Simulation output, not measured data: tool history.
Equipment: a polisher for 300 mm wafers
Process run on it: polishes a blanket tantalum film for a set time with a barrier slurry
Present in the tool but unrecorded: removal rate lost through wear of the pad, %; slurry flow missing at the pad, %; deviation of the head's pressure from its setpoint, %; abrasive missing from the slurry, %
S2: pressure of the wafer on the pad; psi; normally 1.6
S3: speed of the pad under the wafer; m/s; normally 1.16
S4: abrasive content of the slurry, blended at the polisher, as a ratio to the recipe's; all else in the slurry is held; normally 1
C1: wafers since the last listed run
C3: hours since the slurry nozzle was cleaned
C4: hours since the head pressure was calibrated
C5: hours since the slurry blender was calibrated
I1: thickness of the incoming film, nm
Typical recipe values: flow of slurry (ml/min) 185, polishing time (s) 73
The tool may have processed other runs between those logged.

run 1 hour=0 | flow_of_slurry_(ml/min)=185 S2=1.6 S3=1.16 S4=1 polishing_time_(s)=85 | C1=0 wafers_polished_on_this_pad=724 C3=325.2 C4=386.3 C5=173.7 | I1=331.8 | film_removed_(nm)=130.4
run 2 hour=17.1 | flow_of_slurry_(ml/min)=185 S2=1.6 S3=1.16 S4=1 polishing_time_(s)=85 | C1=115 wafers_polished_on_this_pad=839 C3=342.3 C4=403.4 C5=190.8 | I1=330.2 | film_removed_(nm)=135
run 3 hour=31.8 | flow_of_slurry_(ml/min)=200 S2=1.6 S3=1.16 S4=1 polishing_time_(s)=55 | C1=98 wafers_polished_on_this_pad=938 C3=357 C4=418.1 C5=205.5 | I1=331.2 | film_removed_(nm)=86.9
-- hour=33.9 slurry blender recalibrated
run 4 hour=40.7 | flow_of_slurry_(ml/min)=200 S2=1.6 S3=1.16 S4=1 polishing_time_(s)=55 | C1=46 wafers_polished_on_this_pad=984 C3=365.9 C4=427 C5=6.8 | I1=325.3 | film_removed_(nm)=92.8
run 5 hour=50.8 | flow_of_slurry_(ml/min)=185 S2=1.6 S3=1.16 S4=1 polishing_time_(s)=73 | C1=67 wafers_polished_on_this_pad=1052 C3=376 C4=437.1 C5=16.9 | I1=326.7 | film_removed_(nm)=121.5
run 6 hour=61.2 | flow_of_slurry_(ml/min)=185 S2=1.6 S3=1.16 S4=1 polishing_time_(s)=73 | C1=69 wafers_polished_on_this_pad=1122 C3=386.4 C4=447.5 C5=27.3 | I1=327.3 | film_removed_(nm)=117.7
run 7 hour=67.6 | flow_of_slurry_(ml/min)=185 S2=1.6 S3=1.16 S4=1 polishing_time_(s)=73 | C1=43 wafers_polished_on_this_pad=1165 C3=392.8 C4=453.9 C5=33.7 | I1=324.5 | film_removed_(nm)=119.4
-- hour=92.8 worn pad replaced by a new one
-- hour=96.9 slurry nozzle cleaned
run 8 hour=112.9 | flow_of_slurry_(ml/min)=185 S2=1.6 S3=1.16 S4=1 polishing_time_(s)=73 | C1=271 wafers_polished_on_this_pad=128 C3=16 C4=499.2 C5=79 | I1=330.5 | film_removed_(nm)=118.5
run 9 hour=129.2 | flow_of_slurry_(ml/min)=185 S2=1.6 S3=1.16 S4=1 polishing_time_(s)=73 | C1=109 wafers_polished_on_this_pad=237 C3=32.3 C4=515.5 C5=95.3 | I1=330.8 | film_removed_(nm)=113.8
run 10 hour=145.3 | flow_of_slurry_(ml/min)=185 S2=1.6 S3=1.16 S4=1 polishing_time_(s)=73 | C1=108 wafers_polished_on_this_pad=346 C3=48.4 C4=531.6 C5=111.4 | I1=330.3 | film_removed_(nm)=118.8
run 11 hour=151.5 | flow_of_slurry_(ml/min)=145 S2=2.1 S3=1 S4=1 polishing_time_(s)=83 | C1=41 wafers_polished_on_this_pad=387 C3=54.6 C4=537.8 C5=117.6 | I1=336.8 | film_removed_(nm)=154
run 12 hour=163 | flow_of_slurry_(ml/min)=185 S2=1.6 S3=1.16 S4=0.75 polishing_time_(s)=73 | C1=77 wafers_polished_on_this_pad=465 C3=66.1 C4=549.3 C5=129.1 | I1=329.7 | film_removed_(nm)=107.3
run 13 hour=180.1 | flow_of_slurry_(ml/min)=185 S2=1.6 S3=1.16 S4=1 polishing_time_(s)=73 | C1=115 wafers_polished_on_this_pad=580 C3=83.2 C4=566.4 C5=146.2 | I1=334.4 | film_removed_(nm)=113.8
run 14 hour=188.1 | flow_of_slurry_(ml/min)=185 S2=1.6 S3=0.82 S4=1 polishing_time_(s)=73 | C1=53 wafers_polished_on_this_pad=634 C3=91.2 C4=574.4 C5=154.2 | I1=331.2 | film_removed_(nm)=97.3
run 15 hour=200.6 | flow_of_slurry_(ml/min)=240 S2=1 S3=1.3 S4=1.1 polishing_time_(s)=73 | C1=84 wafers_polished_on_this_pad=718 C3=103.7 C4=586.9 C5=166.7 | I1=325.8 | film_removed_(nm)=81.9
run 16 hour=217.5 | flow_of_slurry_(ml/min)=185 S2=1.6 S3=1.16 S4=1 polishing_time_(s)=73 | C1=113 wafers_polished_on_this_pad=831 C3=120.6 C4=603.8 C5=183.6 | I1=332.7 | film_removed_(nm)=114.1
-- hour=224.3 slurry blender recalibrated
run 17 hour=231.3 | flow_of_slurry_(ml/min)=245 S2=1.2 S3=1.16 S4=1 polishing_time_(s)=73 | C1=79 wafers_polished_on_this_pad=911 C3=134.4 C4=617.6 C5=7 | I1=333.3 | film_removed_(nm)=94
run 18 hour=240.8 | flow_of_slurry_(ml/min)=185 S2=1.6 S3=1.16 S4=1 polishing_time_(s)=73 | C1=63 wafers_polished_on_this_pad=975 C3=143.9 C4=627.1 C5=16.5 | I1=330.5 | film_removed_(nm)=120.3
run 19 hour=255.3 | flow_of_slurry_(ml/min)=215 S2=1.2 S3=1.16 S4=0.85 polishing_time_(s)=98 | C1=97 wafers_polished_on_this_pad=1072 C3=158.4 C4=641.6 C5=31 | I1=336.6 | film_removed_(nm)=119
-- hour=261.1 worn pad replaced by a new one
run 20 hour=268.8 | flow_of_slurry_(ml/min)=185 S2=1.6 S3=1.16 S4=1 polishing_time_(s)=73 | C1=63 wafers_polished_on_this_pad=51 C3=171.9 C4=655.1 C5=44.5 | I1=328.3 | film_removed_(nm)=118.9
-- hour=287.7 head pressure recalibrated
run 21 hour=288.2 | flow_of_slurry_(ml/min)=185 S2=1.6 S3=1.16 S4=1 polishing_time_(s)=91 | C1=117 wafers_polished_on_this_pad=168 C3=191.3 C4=0.5 C5=63.9 | I1=333.9 | film_removed_(nm)=145.4
run 22 hour=296 | flow_of_slurry_(ml/min)=140 S2=1.4 S3=1.16 S4=1 polishing_time_(s)=73 | C1=52 wafers_polished_on_this_pad=221 C3=199.1 C4=8.3 C5=71.7 | I1=329.6 | film_removed_(nm)=99.3
run 23 hour=302.3 | flow_of_slurry_(ml/min)=185 S2=1.6 S3=1.16 S4=0.9 polishing_time_(s)=73 | C1=42 wafers_polished_on_this_pad=263 C3=205.4 C4=14.6 C5=78 | I1=330.6 | film_removed_(nm)=116.1
run 24 hour=324.2 | flow_of_slurry_(ml/min)=145 S2=2.1 S3=1.42 S4=1 polishing_time_(s)=73 | C1=147 wafers_polished_on_this_pad=411 C3=227.3 C4=36.5 C5=99.9 | I1=333.2 | film_removed_(nm)=165.8
run 25 hour=330.8 | flow_of_slurry_(ml/min)=130 S2=1.9 S3=1.16 S4=0.9 polishing_time_(s)=65 | C1=44 wafers_polished_on_this_pad=455 C3=233.9 C4=43.1 C5=106.5 | I1=332.2 | film_removed_(nm)=112.6
run 26 hour=337.7 | flow_of_slurry_(ml/min)=225 S2=1.3 S3=1.16 S4=1 polishing_time_(s)=96 | C1=46 wafers_polished_on_this_pad=501 C3=240.8 C4=50 C5=113.4 | I1=331 | film_removed_(nm)=125.6
run 27 hour=346.6 | flow_of_slurry_(ml/min)=125 S2=1.6 S3=1.16 S4=1 polishing_time_(s)=92 | C1=59 wafers_polished_on_this_pad=561 C3=249.7 C4=58.9 C5=122.3 | I1=333.3 | film_removed_(nm)=135.1
run 28 hour=363.5 | flow_of_slurry_(ml/min)=185 S2=1.6 S3=1.16 S4=1 polishing_time_(s)=73 | C1=113 wafers_polished_on_this_pad=675 C3=266.6 C4=75.8 C5=139.2 | I1=327.8 | film_removed_(nm)=116.3
run 29 hour=376.8 | flow_of_slurry_(ml/min)=185 S2=1.6 S3=1.28 S4=1.25 polishing_time_(s)=73 | C1=89 wafers_polished_on_this_pad=764 C3=279.9 C4=89.1 C5=152.5 | I1=331.3 | film_removed_(nm)=130.8
run 30 hour=390.5 | flow_of_slurry_(ml/min)=205 S2=1.6 S3=1.16 S4=0.8 polishing_time_(s)=73 | C1=92 wafers_polished_on_this_pad=857 C3=293.6 C4=102.8 C5=166.2 | I1=327.4 | film_removed_(nm)=108.8

What the log doesn't show, run by run:
removal rate lost through wear of the pad, %: 0 across all the runs
slurry flow missing at the pad, %: 0 across all the runs
deviation of the head's pressure from its setpoint, %: 0 across all the runs
H1: abrasive missing from the slurry, %
run=1 H1=16.5
run=2 H1=18.1
run=3 H1=19.5
run=4 H1=1.15
run=5 H1=2.08
run=6 H1=3.03
run=7 H1=3.62
run=8 H1=7.79
run=9 H1=9.29
run=10 H1=10.8
run=11 H1=11.3
run=12 H1=12.4
run=13 H1=14
run=14 H1=14.7
run=15 H1=15.9
run=16 H1=17.4
run=17 H1=1.28
run=18 H1=2.15
run=19 H1=3.49
run=20 H1=4.73
run=21 H1=6.51
run=22 H1=7.23
run=23 H1=7.81
run=24 H1=9.82
run=25 H1=10.4
run=26 H1=11.1
run=27 H1=11.9
run=28 H1=13.4
run=29 H1=14.7
run=30 H1=15.9

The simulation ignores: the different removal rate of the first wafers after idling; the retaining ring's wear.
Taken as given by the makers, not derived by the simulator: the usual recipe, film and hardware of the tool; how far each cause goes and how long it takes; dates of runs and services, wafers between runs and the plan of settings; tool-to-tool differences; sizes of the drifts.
